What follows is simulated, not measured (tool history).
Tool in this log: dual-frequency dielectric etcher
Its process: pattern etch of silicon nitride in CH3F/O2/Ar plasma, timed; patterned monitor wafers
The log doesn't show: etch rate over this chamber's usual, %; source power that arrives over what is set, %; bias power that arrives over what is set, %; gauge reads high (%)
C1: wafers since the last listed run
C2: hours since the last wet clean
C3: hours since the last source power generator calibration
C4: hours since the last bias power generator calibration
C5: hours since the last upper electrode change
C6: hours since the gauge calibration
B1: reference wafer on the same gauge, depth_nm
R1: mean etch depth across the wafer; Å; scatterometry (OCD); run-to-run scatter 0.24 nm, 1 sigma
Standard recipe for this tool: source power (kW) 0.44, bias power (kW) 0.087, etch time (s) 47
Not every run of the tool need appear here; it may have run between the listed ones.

{"run": 1, "hour": 0.0, "source power (kW)": 0.44, "bias power (kW)": 0.076, "etch time (s)": 47, "C1": 0, "C2": 342.2, "C3": 1678.9, "C4": 2540.9, "C5": 6200.8, "C6": 200.7, "B1": 42.89, "R1": 376.3}
{"run": 2, "hour": 13.2, "source power (kW)": 0.44, "bias power (kW)": 0.076, "etch time (s)": 47, "C1": 137, "C2": 355.4, "C3": 1692.1, "C4": 2554.1, "C5": 6214, "C6": 213.9, "B1": 42.87, "R1": 378.6}
{"run": 3, "hour": 25.8, "source power (kW)": 0.44, "bias power (kW)": 0.087, "etch time (s)": 55.5, "C1": 131, "C2": 368, "C3": 1704.7, "C4": 2566.7, "C5": 6226.6, "C6": 226.5, "B1": 42.68, "R1": 465.4}
{"run": 4, "hour": 41.2, "source power (kW)": 0.44, "bias power (kW)": 0.087, "etch time (s)": 47, "C1": 160, "C2": 383.4, "C3": 1720.1, "C4": 2582.1, "C5": 6242, "C6": 241.9, "B1": 42.86, "R1": 395.6}
{"run": 5, "hour": 53.4, "source power (kW)": 0.44, "bias power (kW)": 0.087, "etch time (s)": 47, "C1": 127, "C2": 395.6, "C3": 1732.3, "C4": 2594.3, "C5": 6254.2, "C6": 254.1, "B1": 42.8, "R1": 391.3}
{"run": 6, "hour": 68.4, "source power (kW)": 0.44, "bias power (kW)": 0.087, "etch time (s)": 47, "C1": 156, "C2": 410.6, "C3": 1747.3, "C4": 2609.3, "C5": 6269.2, "C6": 269.1, "B1": 42.74, "R1": 398}
{"run": 7, "hour": 77.1, "source power (kW)": 0.44, "bias power (kW)": 0.087, "etch time (s)": 47, "C1": 90, "C2": 419.3, "C3": 1756, "C4": 2618, "C5": 6277.9, "C6": 277.8, "B1": 42.85, "R1": 395.3}
{"hour": 108.7, "done": "wet clean of the chamber"}
{"hour": 117.6, "done": "upper electrode replaced, of another model than before"}
{"run": 8, "hour": 118.1, "source power (kW)": 0.44, "bias power (kW)": 0.087, "etch time (s)": 47, "C1": 84, "C2": 9.4, "C3": 1797, "C4": 2659, "C5": 0.5, "C6": 318.8, "B1": 42.81, "R1": 369.1}
{"run": 9, "hour": 118.4, "source power (kW)": 0.44, "bias power (kW)": 0.087, "etch time (s)": 47, "C1": 3, "C2": 9.7, "C3": 1797.3, "C4": 2659.3, "C5": 0.8, "C6": 319.1, "B1": 42.86, "R1": 375.4}
{"run": 10, "hour": 118.7, "source power (kW)": 0.44, "bias power (kW)": 0.087, "etch time (s)": 47, "C1": 3, "C2": 10, "C3": 1797.6, "C4": 2659.6, "C5": 1.1, "C6": 319.4, "B1": 42.84, "R1": 373.1}
{"hour": 127.4, "done": "gauge calibrated"}
{"run": 11, "hour": 133.5, "source power (kW)": 0.44, "bias power (kW)": 0.087, "etch time (s)": 47, "C1": 154, "C2": 24.8, "C3": 1812.4, "C4": 2674.4, "C5": 15.9, "C6": 6.1, "B1": 42.78, "R1": 373.3}
{"run": 12, "hour": 142.4, "source power (kW)": 0.49, "bias power (kW)": 0.087, "etch time (s)": 54, "C1": 92, "C2": 33.7, "C3": 1821.3, "C4": 2683.3, "C5": 24.8, "C6": 15, "B1": 42.83, "R1": 440.7}
{"hour": 161.2, "done": "bias power generator calibrated"}
{"run": 13, "hour": 161.7, "source power (kW)": 0.44, "bias power (kW)": 0.087, "etch time (s)": 47, "C1": 159, "C2": 53, "C3": 1840.6, "C4": 0.5, "C5": 44.1, "C6": 34.3, "B1": 42.76, "R1": 373.5}
{"hour": 170.9, "done": "source power generator calibrated"}
{"run": 14, "hour": 171.4, "source power (kW)": 0.44, "bias power (kW)": 0.087, "etch time (s)": 54, "C1": 59, "C2": 62.7, "C3": 0.5, "C4": 10.2, "C5": 53.8, "C6": 44, "B1": 42.76, "R1": 429.6}
{"run": 15, "hour": 188.1, "source power (kW)": 0.44, "bias power (kW)": 0.087, "etch time (s)": 47, "C1": 174, "C2": 79.4, "C3": 17.2, "C4": 26.9, "C5": 70.5, "C6": 60.7, "B1": 42.77, "R1": 378.2}
{"run": 16, "hour": 196.8, "source power (kW)": 0.44, "bias power (kW)": 0.087, "etch time (s)": 59, "C1": 90, "C2": 88.1, "C3": 25.9, "C4": 35.6, "C5": 79.2, "C6": 69.4, "B1": 42.7, "R1": 476.6}
{"run": 17, "hour": 209.9, "source power (kW)": 0.44, "bias power (kW)": 0.087, "etch time (s)": 58.5, "C1": 136, "C2": 101.2, "C3": 39, "C4": 48.7, "C5": 92.3, "C6": 82.5, "B1": 42.81, "R1": 462.8}
{"run": 18, "hour": 226.1, "source power (kW)": 0.38, "bias power (kW)": 0.073, "etch time (s)": 40.5, "C1": 168, "C2": 117.4, "C3": 55.2, "C4": 64.9, "C5": 108.5, "C6": 98.7, "B1": 42.79, "R1": 299}
{"run": 19, "hour": 236.9, "source power (kW)": 0.54, "bias power (kW)": 0.1, "etch time (s)": 56.5, "C1": 112, "C2": 128.2, "C3": 66, "C4": 75.7, "C5": 119.3, "C6": 109.5, "B1": 42.84, "R1": 496}
{"run": 20, "hour": 244.7, "source power (kW)": 0.36, "bias power (kW)": 0.077, "etch time (s)": 40.5, "C1": 81, "C2": 136, "C3": 73.8, "C4": 83.5, "C5": 127.1, "C6": 117.3, "B1": 42.87, "R1": 302.8}
{"run": 21, "hour": 262.5, "source power (kW)": 0.44, "bias power (kW)": 0.107, "etch time (s)": 58.5, "C1": 185, "C2": 153.8, "C3": 91.6, "C4": 101.3, "C5": 144.9, "C6": 135.1, "B1": 42.79, "R1": 508.2}
{"run": 22, "hour": 279.3, "source power (kW)": 0.44, "bias power (kW)": 0.068, "etch time (s)": 47, "C1": 175, "C2": 170.6, "C3": 108.4, "C4": 118.1, "C5": 161.7, "C6": 151.9, "B1": 42.85, "R1": 351.2}
{"run": 23, "hour": 292.6, "source power (kW)": 0.34, "bias power (kW)": 0.097, "etch time (s)": 47, "C1": 138, "C2": 183.9, "C3": 121.7, "C4": 131.4, "C5": 175, "C6": 165.2, "B1": 42.75, "R1": 377.8}
{"run": 24, "hour": 301.1, "source power (kW)": 0.44, "bias power (kW)": 0.087, "etch time (s)": 47, "C1": 88, "C2": 192.4, "C3": 130.2, "C4": 139.9, "C5": 183.5, "C6": 173.7, "B1": 42.81, "R1": 382.8}
{"run": 25, "hour": 311.0, "source power (kW)": 0.4, "bias power (kW)": 0.087, "etch time (s)": 36, "C1": 103, "C2": 202.3, "C3": 140.1, "C4": 149.8, "C5": 193.4, "C6": 183.6, "B1": 42.75, "R1": 289.4}
{"run": 26, "hour": 318.9, "source power (kW)": 0.4, "bias power (kW)": 0.087, "etch time (s)": 47, "C1": 82, "C2": 210.2, "C3": 148, "C4": 157.7, "C5": 201.3, "C6": 191.5, "B1": 42.77, "R1": 377.3}
{"run": 27, "hour": 329.9, "source power (kW)": 0.5, "bias power (kW)": 0.087, "etch time (s)": 60.5, "C1": 114, "C2": 221.2, "C3": 159, "C4": 168.7, "C5": 212.3, "C6": 202.5, "B1": 42.84, "R1": 503.9}
{"run": 28, "hour": 341.0, "source power (kW)": 0.44, "bias power (kW)": 0.087, "etch time (s)": 35.5, "C1": 115, "C2": 232.3, "C3": 170.1, "C4": 179.8, "C5": 223.4, "C6": 213.6, "B1": 42.72, "R1": 292.3}

What was the tool's hidden state at every run in the log?
source power that arrives over what is set, %: 0 across all the runs
bias power that arrives over what is set, %: 0 across all the runs
gauge reads high (%): 0 across all the runs
H1: etch rate over this chamber's usual, %
run=1 H1=3.85
run=2 H1=4
run=3 H1=4.15
run=4 H1=4.32
run=5 H1=4.46
run=6 H1=4.64
run=7 H1=4.74
run=8 H1=-0.221
run=9 H1=-0.218
run=10 H1=-0.214
run=11 H1=-0.0432
run=12 H1=0.0596
run=13 H1=0.283
run=14 H1=0.395
run=15 H1=0.588
run=16 H1=0.688
run=17 H1=0.839
run=18 H1=1.03
run=19 H1=1.15
run=20 H1=1.24
run=21 H1=1.45
run=22 H1=1.64
run=23 H1=1.79
run=24 H1=1.89
run=25 H1=2.01
run=26 H1=2.1
run=27 H1=2.23
run=28 H1=2.35
